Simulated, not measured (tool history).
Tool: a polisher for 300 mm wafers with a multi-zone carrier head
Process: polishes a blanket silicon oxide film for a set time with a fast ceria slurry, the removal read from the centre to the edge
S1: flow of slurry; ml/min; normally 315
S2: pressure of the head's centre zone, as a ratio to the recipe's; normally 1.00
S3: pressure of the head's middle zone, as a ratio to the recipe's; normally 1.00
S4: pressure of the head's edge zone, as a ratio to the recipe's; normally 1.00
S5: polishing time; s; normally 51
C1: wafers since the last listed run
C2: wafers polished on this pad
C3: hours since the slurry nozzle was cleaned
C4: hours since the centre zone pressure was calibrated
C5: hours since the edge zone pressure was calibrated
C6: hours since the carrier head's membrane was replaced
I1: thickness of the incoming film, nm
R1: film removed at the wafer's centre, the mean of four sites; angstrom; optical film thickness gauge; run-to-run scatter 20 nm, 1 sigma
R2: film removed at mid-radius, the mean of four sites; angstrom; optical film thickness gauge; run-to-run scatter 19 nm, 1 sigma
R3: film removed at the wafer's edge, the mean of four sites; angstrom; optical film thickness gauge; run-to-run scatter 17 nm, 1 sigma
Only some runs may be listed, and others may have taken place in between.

| run | day | S1 | S2 | S3 | S4 | S5 | C1 | C2 | C3 | C4 | C5 | C6 | I1 | R1 | R2 | R3 |
|---|---|---|---|---|---|---|---|---|---|---|---|---|---|---|---|---|
| 1 | 0.000 | 315 | 1.00 | 1.03 | 1.00 | 51 | 0 | 1710 | 572.2 | 833.4 | 288.8 | 876.5 | 3268.3 | 11723 | 11509 | 11457 |
| 2 | 1.792 | 315 | 1.00 | 1.00 | 0.93 | 51 | 411 | 2122 | 615.2 | 876.4 | 331.8 | 919.5 | 3236.3 | 12106 | 11341 | 11008 |
| 3 | 3.979 | 240 | 1.07 | 1.00 | 1.00 | 51 | 502 | 2625 | 667.7 | 928.9 | 384.3 | 972.0 | 3282.4 | 12332 | 10880 | 11068 |
| 4 | 5.942 | 315 | 0.93 | 1.00 | 1.00 | 51 | 451 | 3076 | 714.8 | 976.0 | 431.4 | 1019.1 | 3275.3 | 11268 | 11096 | 11497 |
|  | 7.904 | slurry nozzle cleaned |
| 5 | 9.375 | 315 | 1.00 | 1.00 | 1.00 | 51 | 779 | 3856 | 35.3 | 1058.4 | 513.8 | 1101.5 | 3261.7 | 11737 | 11158 | 11121 |
|  | 12.867 | centre zone pressure recalibrated |
| 6 | 12.888 | 315 | 1.00 | 1.00 | 1.00 | 51 | 788 | 4645 | 119.6 | 0.5 | 598.1 | 1185.8 | 3263.5 | 11762 | 11236 | 11479 |
|  | 15.054 | worn pad replaced by a new one, repeated, since the last time left the tool worse |
| 7 | 15.075 | 315 | 1.00 | 1.00 | 1.00 | 51 | 464 | 4 | 172.1 | 53.0 | 650.6 | 1238.3 | 3324.3 | 13891 | 13165 | 13043 |
| 8 | 18.192 | 315 | 1.00 | 1.00 | 1.00 | 51 | 716 | 721 | 246.9 | 127.8 | 725.4 | 1313.1 | 3250.9 | 13652 | 12666 | 12749 |
| 9 | 21.196 | 315 | 1.00 | 1.00 | 1.00 | 51 | 690 | 1412 | 319.0 | 199.9 | 797.5 | 1385.2 | 3301.6 | 13165 | 12834 | 12895 |
| 10 | 24.317 | 400 | 0.92 | 1.00 | 1.00 | 58 | 717 | 2129 | 393.9 | 274.8 | 872.4 | 1460.1 | 3273.6 | 14162 | 14770 | 14360 |
| 11 | 26.296 | 315 | 1.05 | 1.00 | 0.94 | 45 | 455 | 2584 | 441.4 | 322.3 | 919.9 | 1507.6 | 3339.7 | 11999 | 10835 | 10751 |
| 12 | 30.021 | 285 | 1.00 | 1.06 | 1.00 | 51 | 856 | 3441 | 530.8 | 411.7 | 1009.3 | 1597.0 | 3225.4 | 13068 | 12688 | 12580 |
| 13 | 32.096 | 315 | 1.00 | 1.00 | 1.00 | 65 | 477 | 3918 | 580.6 | 461.5 | 1059.1 | 1646.8 | 3307.0 | 16446 | 15431 | 15758 |
| 14 | 36.450 | 315 | 1.08 | 0.90 | 1.12 | 41 | 1001 | 4919 | 685.1 | 566.0 | 1163.6 | 1751.3 | 3256.5 | 10841 | 9044 | 10462 |
|  | 37.825 | worn pad replaced by a new one |
| 15 | 38.308 | 225 | 1.05 | 1.00 | 0.92 | 51 | 388 | 111 | 729.7 | 610.6 | 1208.2 | 1795.9 | 3233.8 | 13846 | 12777 | 12353 |
|  | 39.342 | slurry nozzle cleaned |
| 16 | 42.546 | 315 | 0.92 | 1.08 | 1.12 | 51 | 964 | 1076 | 76.9 | 712.3 | 1309.9 | 1897.6 | 3307.7 | 12385 | 13991 | 13473 |
|  | 42.821 | carrier head's membrane replaced by a new one |
|  | 43.929 | edge zone pressure recalibrated |
|  | 51.654 | centre zone pressure recalibrated |
| 17 | 54.679 | 315 | 1.11 | 0.94 | 0.92 | 51 | 2703 | 3779 | 368.1 | 72.6 | 258.0 | 284.6 | 3241.1 | 13885 | 11559 | 11865 |
| 18 | 56.996 | 315 | 0.94 | 1.00 | 1.00 | 51 | 532 | 4312 | 423.7 | 128.2 | 313.6 | 340.2 | 3244.5 | 12218 | 12410 | 12451 |
|  | 58.442 | worn pad replaced by a new one |
| 19 | 58.892 | 315 | 1.00 | 1.00 | 1.00 | 51 | 397 | 103 | 469.2 | 173.7 | 359.1 | 385.7 | 3269.2 | 13510 | 13207 | 12902 |
| 20 | 62.854 | 315 | 0.96 | 0.88 | 0.94 | 41 | 911 | 1014 | 564.3 | 268.8 | 454.2 | 480.8 | 3290.1 | 10285 | 9070 | 10123 |

Run 21 has not been measured yet. What should we expect?
| 21 | 65.529 | 230 | 1.10 | 0.90 | 1.00 | 51 | 615 | 1630 | 628.5 | 333.0 | 518.4 | 545.0 | 3317.0 | ? | ? | ? |

R1: 13645 angstrom
R2: 11455 angstrom
R3: 12393 angstrom
With no hidden state in the tool, this same run would have given R1 14379 angstrom, R2 12072 angstrom, R3 13061 angstrom.
